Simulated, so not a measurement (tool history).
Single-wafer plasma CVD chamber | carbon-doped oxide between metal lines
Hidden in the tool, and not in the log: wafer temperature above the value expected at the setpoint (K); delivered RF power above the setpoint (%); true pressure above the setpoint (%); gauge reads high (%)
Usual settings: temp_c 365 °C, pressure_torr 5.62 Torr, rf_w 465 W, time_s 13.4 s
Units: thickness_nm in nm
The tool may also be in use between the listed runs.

run,hour,temp_c,pressure_torr,rf_w,time_s,wafers since the last listed run,hours since the last thermocouple change,hours since the last RF generator calibration,hours since the last manometer calibration,hours since the showerhead was replaced,hours since the gauge calibration,"read-back reference wafer on the same gauge, thickness_nm",thickness_nm
1,0.0,365,5.62,465,13.4,0,1556.3,1410.1,297.2,6682.6,631.3,50.842,57.541
2,45.1,365,5.62,485,13.4,1139,1601.4,1455.2,342.3,6727.7,676.4,50.671,59.215
3,87.5,365,5.62,485,13.4,1070,1643.8,1497.6,384.7,6770.1,718.8,50.804,58.588
4,140.2,365,5.62,485,13.4,1331,1696.5,1550.3,437.4,6822.8,771.5,50.784,59.134
5,219.7,365,5.62,465,13.4,2008,1776.0,1629.8,516.9,6902.3,851.0,50.851,56.714
6,323.7,365,5.62,465,13.4,2626,1880.0,1733.8,620.9,7006.3,955.0,50.878,57.414
7,377.5,365,6.51,465,13.4,1358,1933.8,1787.6,674.7,7060.1,1008.8,50.781,57.254
8,434.2,365,6.51,465,13.4,1432,1990.5,1844.3,731.4,7116.8,1065.5,50.767,57.105
9,534.7,365,6.51,465,13.4,2538,2091.0,1944.8,831.9,7217.3,1166.0,50.719,57.183
# hour 582.4: RF generator calibrated
10,605.5,365,5.62,465,13.4,1586,2161.8,23.1,902.7,7288.1,1236.8,50.829,59.135
11,647.9,365,5.62,465,13.4,1070,2204.2,65.5,945.1,7330.5,1279.2,50.878,59.308
12,700.7,365,5.62,465,13.4,1333,2257.0,118.3,997.9,7383.3,1332.0,50.774,59.144
# hour 704.9: gauge calibrated
13,750.7,365,6.71,540,15.3,1262,2307.0,168.3,1047.9,7433.3,45.8,50.773,74.433
14,793.6,365,4.49,465,12.3,1083,2349.9,211.2,1090.8,7476.2,88.7,50.767,53.154
15,865.1,365,5.62,465,14.1,1806,2421.4,282.7,1162.3,7547.7,160.2,50.789,62.372
# hour 937.4: capacitance manometer re-zeroed and calibrated
# hour 962.0: showerhead replaced
16,967.1,355,5.62,390,15.9,2172,2523.4,384.7,29.7,5.1,262.2,50.839,63.518
17,1070.7,365,6.10,405,15.9,2616,2627.0,488.3,133.3,108.7,365.8,50.882,63.679
18,1133.7,361,5.62,545,13.4,1591,2690.0,551.3,196.3,171.7,428.8,50.790,65.387
# hour 1160.3: thermocouple changed; heater temperature recalibrated
19,1229.1,365,5.62,465,13.4,2207,68.8,646.7,291.7,267.1,524.2,50.834,59.006

Run 20 comes next. What will it give?
20,1265.8,365,5.62,465,11.8,927,105.5,683.4,328.4,303.8,560.9,?,?

{"run 20": {"read-back reference wafer on the same gauge, thickness_nm": 50.734, "thickness_nm": 51.679}}
Without the tool's hidden state the same run would have given thickness_nm 52.175 nm.
